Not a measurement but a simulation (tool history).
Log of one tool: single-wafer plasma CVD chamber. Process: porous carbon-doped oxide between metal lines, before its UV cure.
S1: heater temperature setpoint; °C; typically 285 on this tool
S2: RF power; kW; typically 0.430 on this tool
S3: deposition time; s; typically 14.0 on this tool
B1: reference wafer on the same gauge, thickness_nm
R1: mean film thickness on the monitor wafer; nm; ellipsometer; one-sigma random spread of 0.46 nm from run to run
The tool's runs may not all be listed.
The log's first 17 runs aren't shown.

| run | day | S1 | S2 | S3 | B1 | R1 |
|---|---|---|---|---|---|---|
| 18 | 11.204 | 285 | 0.390 | 14.9 | 81.187 | 75.580 |
|  | 11.575 | showerhead replaced |
| 19 | 11.596 | 279 | 0.385 | 16.2 | 81.089 | 85.168 |
|  | 12.112 | RF generator calibrated |
| 20 | 12.133 | 285 | 0.430 | 14.0 | 81.396 | 78.388 |
| 21 | 12.821 | 285 | 0.485 | 14.0 | 81.168 | 86.297 |
| 22 | 13.438 | 285 | 0.430 | 14.0 | 81.241 | 77.997 |
| 23 | 15.254 | 285 | 0.430 | 14.0 | 81.396 | 77.588 |
| 24 | 15.667 | 291 | 0.430 | 12.7 | 81.205 | 68.411 |
| 25 | 16.329 | 271 | 0.455 | 14.0 | 81.214 | 90.414 |
| 26 | 16.704 | 272 | 0.455 | 11.6 | 81.180 | 74.696 |
| 27 | 16.958 | 285 | 0.380 | 16.3 | 81.284 | 80.435 |
| 28 | 17.275 | 294 | 0.405 | 14.0 | 81.251 | 69.003 |
| 29 | 17.950 | 291 | 0.430 | 14.0 | 81.216 | 75.066 |
| 30 | 18.546 | 285 | 0.360 | 14.9 | 81.257 | 69.657 |
| 31 | 18.871 | 289 | 0.430 | 14.0 | 81.134 | 75.583 |
| 32 | 19.512 | 281 | 0.430 | 14.0 | 81.171 | 79.838 |
| 33 | 20.212 | 285 | 0.395 | 16.7 | 81.159 | 85.807 |

Each row is a separate what-if for the run after 33, all from the same tool condition, not one after another. Results?
| A | 20.229 | 285 | 0.430 | 14.0 | ? | ? |
| B | 20.229 | 298 | 0.430 | 12.9 | ? | ? |
| C | 20.229 | 285 | 0.430 | 11.3 | ? | ? |
| D | 20.229 | 293 | 0.465 | 15.6 | ? | ? |
| E | 20.229 | 275 | 0.365 | 14.0 | ? | ? |

| run | B1 | R1 |
|---|---|---|
| A | 81.166 | 78.731 |
| B | 81.166 | 66.604 |
| C | 81.166 | 64.024 |
| D | 81.166 | 88.789 |
| E | 81.166 | 71.778 |
With no hidden state in the tool, these same runs would have given:
| run | R1 |
|---|---|
| A | 78.731 |
| B | 66.604 |
| C | 64.024 |
| D | 88.789 |
| E | 71.778 |

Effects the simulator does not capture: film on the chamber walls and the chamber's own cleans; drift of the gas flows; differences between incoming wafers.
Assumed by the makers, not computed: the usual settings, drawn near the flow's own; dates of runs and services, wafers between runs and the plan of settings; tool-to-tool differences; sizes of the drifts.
